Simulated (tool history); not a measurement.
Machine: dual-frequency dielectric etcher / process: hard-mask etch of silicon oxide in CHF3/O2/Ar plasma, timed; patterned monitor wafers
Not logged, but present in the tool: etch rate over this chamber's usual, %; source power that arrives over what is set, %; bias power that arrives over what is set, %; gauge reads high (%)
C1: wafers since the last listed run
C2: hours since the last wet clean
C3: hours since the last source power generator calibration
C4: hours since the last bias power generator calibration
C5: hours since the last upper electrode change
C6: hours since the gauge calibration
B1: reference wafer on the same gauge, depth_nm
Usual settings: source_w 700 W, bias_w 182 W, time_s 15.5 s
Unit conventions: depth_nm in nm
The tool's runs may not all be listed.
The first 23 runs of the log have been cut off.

Run 24, hour 610.4: usual settings; C1 367; C2 194.5; C3 83.4; C4 221.2; C5 342.5; C6 277.1; B1 30.01. Result: depth_nm 32.50 nm.
Run 25, hour 623.3: usual settings; C1 247; C2 207.4; C3 96.3; C4 234.1; C5 355.4; C6 290.0; B1 29.99. Result: depth_nm 32.41 nm.
Run 26, hour 641.5: usual settings but bias_w 206 W; C1 348; C2 225.6; C3 114.5; C4 252.3; C5 373.6; C6 308.2; B1 30.00. Result: depth_nm 33.69 nm.
Run 27, hour 663.0: usual settings but source_w 840 W, bias_w 156 W, time_s 13.5 s; C1 411; C2 247.1; C3 136.0; C4 273.8; C5 395.1; C6 329.7; B1 30.01. Result: depth_nm 28.46 nm.
Run 28, hour 683.3: usual settings; C1 388; C2 267.4; C3 156.3; C4 294.1; C5 415.4; C6 350.0; B1 30.00. Result: depth_nm 32.41 nm.
Run 29, hour 699.5: usual settings but source_w 810 W, bias_w 200 W; C1 310; C2 283.6; C3 172.5; C4 310.3; C5 431.6; C6 366.2; B1 30.01. Result: depth_nm 34.76 nm.
Run 30, hour 721.3: usual settings but source_w 840 W; C1 417; C2 305.4; C3 194.3; C4 332.1; C5 453.4; C6 388.0; B1 30.00. Result: depth_nm 34.08 nm.
Run 31, hour 737.0: usual settings but source_w 560 W, time_s 19.5 s; C1 300; C2 321.1; C3 210.0; C4 347.8; C5 469.1; C6 403.7; B1 30.00. Result: depth_nm 38.22 nm.

3 options for the next run, each taken on its own from the tool as it stands now. Forecast them:
Run A, hour 737.4: usual settings but source_w 860 W; C1 7; C2 321.5; C3 210.4; C4 348.2; C5 469.5; C6 404.1; B1 ?. Result: depth_nm ?.
Run B, hour 737.4: usual settings but time_s 17.5 s; C1 7; C2 321.5; C3 210.4; C4 348.2; C5 469.5; C6 404.1; B1 ?. Result: depth_nm ?.
Run C, hour 737.4: usual settings but source_w 870 W, time_s 12.0 s; C1 7; C2 321.5; C3 210.4; C4 348.2; C5 469.5; C6 404.1; B1 ?. Result: depth_nm ?.

run     B1  depth_nm
  A  30.01     34.33
  B  30.01     36.50
  C  30.01     26.67
With the hidden condition removed and each run's random variation left untouched, the same runs would have given:
run  depth_nm
  A     34.78
  B     36.98
  C     27.02
